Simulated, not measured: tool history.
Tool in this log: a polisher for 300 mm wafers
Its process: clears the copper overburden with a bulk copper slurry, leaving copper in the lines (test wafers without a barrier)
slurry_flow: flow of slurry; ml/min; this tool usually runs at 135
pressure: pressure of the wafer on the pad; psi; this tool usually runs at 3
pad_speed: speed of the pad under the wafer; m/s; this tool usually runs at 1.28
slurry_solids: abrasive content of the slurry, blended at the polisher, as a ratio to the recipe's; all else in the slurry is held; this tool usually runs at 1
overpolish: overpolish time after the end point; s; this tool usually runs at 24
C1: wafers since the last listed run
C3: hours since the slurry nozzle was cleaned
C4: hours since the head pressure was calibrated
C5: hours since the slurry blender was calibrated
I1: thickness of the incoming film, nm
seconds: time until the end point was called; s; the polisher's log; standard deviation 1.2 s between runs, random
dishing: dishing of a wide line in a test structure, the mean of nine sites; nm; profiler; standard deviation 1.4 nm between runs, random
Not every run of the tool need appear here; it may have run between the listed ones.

Run 1, day 0: usual settings; C1 0; wafers polished on this pad 52; C3 493.6; C4 323.9; C5 234.7; I1 899.5. Result: seconds 75 s, dishing 87.5 nm.
At day 0.488: slurry nozzle cleaned.
At day 0.775: slurry blender recalibrated.
Run 2, day 1.446: usual settings; C1 192; wafers polished on this pad 245; C3 23; C4 358.6; C5 16.1; I1 902.7. Result: seconds 69.3 s, dishing 90.3 nm.
Run 3, day 2.754: usual settings but pad_speed 1.14 m/s; C1 190; wafers polished on this pad 435; C3 54.4; C4 390; C5 47.5; I1 900.4. Result: seconds 76.2 s, dishing 86.1 nm.
Run 4, day 3.642: usual settings but pad_speed 1.14 m/s; C1 129; wafers polished on this pad 564; C3 75.7; C4 411.3; C5 68.8; I1 896.9. Result: seconds 76.9 s, dishing 85.5 nm.
Run 5, day 6.188: usual settings but pressure 3.5 psi; C1 370; wafers polished on this pad 935; C3 136.8; C4 472.4; C5 129.9; I1 909.7. Result: seconds 61.3 s, dishing 92.6 nm.
Run 6, day 6.892: usual settings but pressure 3.5 psi; C1 102; wafers polished on this pad 1037; C3 153.7; C4 489.3; C5 146.8; I1 901.4. Result: seconds 60.7 s, dishing 94.1 nm.
Run 7, day 7.396: usual settings but slurry_solids 0.85; C1 73; wafers polished on this pad 1111; C3 165.8; C4 501.4; C5 158.9; I1 898. Result: seconds 71.4 s, dishing 83.2 nm.
Run 8, day 8.767: usual settings but slurry_flow 95 ml/min, pressure 3.8 psi, slurry_solids 0.7; C1 199; wafers polished on this pad 1310; C3 198.7; C4 534.3; C5 191.8; I1 908.7. Result: seconds 65.4 s, dishing 93.9 nm.
At day 8.979: worn pad replaced by a new one.
Run 9, day 10.933: usual settings but slurry_flow 105 ml/min, pad_speed 0.86 m/s; C1 291; wafers polished on this pad 284; C3 250.7; C4 586.3; C5 243.8; I1 889.5. Result: seconds 115.7 s, dishing 73.7 nm.
At day 11.271: slurry blender recalibrated.
Run 10, day 12.288: usual settings but pressure 2.4 psi, pad_speed 1.14 m/s; C1 184; wafers polished on this pad 469; C3 283.2; C4 618.8; C5 24.4; I1 895.9. Result: seconds 105 s, dishing 75.6 nm.
Run 11, day 13.583: usual settings; C1 188; wafers polished on this pad 657; C3 314.3; C4 649.9; C5 55.5; I1 888.7. Result: seconds 71.9 s, dishing 86.8 nm.
Run 12, day 14.325: usual settings; C1 107; wafers polished on this pad 765; C3 332.1; C4 667.7; C5 73.3; I1 884.7. Result: seconds 73.3 s, dishing 86.8 nm.
Run 13, day 14.904: usual settings but pressure 3.6 psi, slurry_solids 0.75; C1 84; wafers polished on this pad 850; C3 346; C4 681.6; C5 87.2; I1 899.4. Result: seconds 65.4 s, dishing 91 nm.
Run 14, day 16.358: usual settings but pressure 3.7 psi, pad_speed 1.04 m/s; C1 211; wafers polished on this pad 1061; C3 380.9; C4 716.5; C5 122.1; I1 917. Result: seconds 75.4 s, dishing 87.8 nm.
At day 16.554: head pressure recalibrated.
At day 19.575: slurry blender recalibrated.
Run 15, day 19.596: usual settings but slurry_flow 95 ml/min, pressure 3.6 psi, overpolish 17 s; C1 446; wafers polished on this pad 1508; C3 458.6; C4 73; C5 0.5; I1 895.1. Result: seconds 70 s, dishing 82.1 nm.
At day 19.925: worn pad replaced by a new one.
Run 16, day 20.904: usual settings but slurry_flow 155 ml/min; C1 166; wafers polished on this pad 142; C3 490; C4 104.4; C5 31.9; I1 907.5. Result: seconds 75.3 s, dishing 85.6 nm.
Run 17, day 22.196: usual settings but slurry_flow 160 ml/min, pressure 2.3 psi, overpolish 18 s; C1 187; wafers polished on this pad 330; C3 521; C4 135.4; C5 62.9; I1 903.6. Result: seconds 96.1 s, dishing 70.8 nm.
At day 23.462: slurry nozzle cleaned.
Run 18, day 23.483: usual settings but pressure 3.9 psi, slurry_solids 0.85, overpolish 38 s; C1 181; wafers polished on this pad 511; C3 0.5; C4 166.3; C5 93.8; I1 889.1. Result: seconds 52.5 s, dishing 99.5 nm.
Run 19, day 24.583: usual settings but slurry_flow 170 ml/min, pad_speed 1.08 m/s, slurry_solids 0.85, overpolish 36 s; C1 160; wafers polished on this pad 671; C3 26.9; C4 192.7; C5 120.2; I1 889.2. Result: seconds 79.1 s, dishing 90.3 nm.
Run 20, day 25.271: usual settings but slurry_flow 95 ml/min, slurry_solids 0.9; C1 100; wafers polished on this pad 771; C3 43.4; C4 209.2; C5 136.7; I1 904.4. Result: seconds 74.3 s, dishing 84.7 nm.
Run 21, day 26.308: usual settings but slurry_flow 170 ml/min, pressure 2.2 psi, pad_speed 1.02 m/s; C1 150; wafers polished on this pad 922; C3 68.3; C4 234.1; C5 161.6; I1 895.4. Result: seconds 111.2 s, dishing 71.8 nm.
Run 22, day 26.9: usual settings; C1 86; wafers polished on this pad 1009; C3 82.5; C4 248.3; C5 175.8; I1 901. Result: seconds 72.2 s, dishing 87.9 nm.
Run 23, day 28.154: usual settings but pad_speed 0.88 m/s, overpolish 18 s; C1 182; wafers polished on this pad 1191; C3 112.6; C4 278.4; C5 205.9; I1 904.1. Result: seconds 103.1 s, dishing 69.6 nm.
Run 24, day 28.75: usual settings but slurry_flow 95 ml/min, pad_speed 1.12 m/s; C1 86; wafers polished on this pad 1278; C3 126.9; C4 292.7; C5 220.2; I1 913.3. Result: seconds 88.4 s, dishing 81.5 nm.
At day 29.696: slurry blender recalibrated.
Run 25, day 30.171: usual settings but slurry_flow 175 ml/min, pressure 2.1 psi, overpolish 17 s; C1 194; wafers polished on this pad 1472; C3 161; C4 326.8; C5 11.4; I1 911.1. Result: seconds 100.1 s, dishing 67 nm.
At day 30.408: worn pad replaced by a new one.
Run 26, day 31.6: usual settings but pressure 3.3 psi, pad_speed 1.64 m/s; C1 183; wafers polished on this pad 173; C3 195.3; C4 361.1; C5 45.7; I1 908.1. Result: seconds 51.7 s, dishing 93.8 nm.
Run 27, day 32.229: usual settings but pad_speed 1.52 m/s, overpolish 19 s; C1 91; wafers polished on this pad 264; C3 210.4; C4 376.2; C5 60.8; I1 896.2. Result: seconds 61.8 s, dishing 84.2 nm.
Run 28, day 33.508: usual settings but slurry_solids 0.85; C1 186; wafers polished on this pad 450; C3 241.1; C4 406.9; C5 91.5; I1 909.7. Result: seconds 76.3 s, dishing 85.7 nm.

What was the tool's hidden state at every run in the log?
removal rate lost through wear of the pad, %: 0, the same for each run
deviation of the head's pressure from its setpoint, %: 0, the same for each run
abrasive missing from the slurry, %: 0, the same for each run
H1: slurry flow missing at the pad, %
run    H1
  1  40.1
  2  10.7
  3  16.2
  4  19.5
  5  27.1
  6  28.9
  7    30
  8  32.8
  9  36.4
 10  38.1
 11  39.6
 12  40.4
 13  40.9
 14  42.1
 15  44.1
 16  44.7
 17  45.2
 18   7.5
 19  12.7
 20  15.7
 21  19.7
 22  21.7
 23  25.7
 24  27.3
 25  30.8
 26  33.8
 27    35
 28    37

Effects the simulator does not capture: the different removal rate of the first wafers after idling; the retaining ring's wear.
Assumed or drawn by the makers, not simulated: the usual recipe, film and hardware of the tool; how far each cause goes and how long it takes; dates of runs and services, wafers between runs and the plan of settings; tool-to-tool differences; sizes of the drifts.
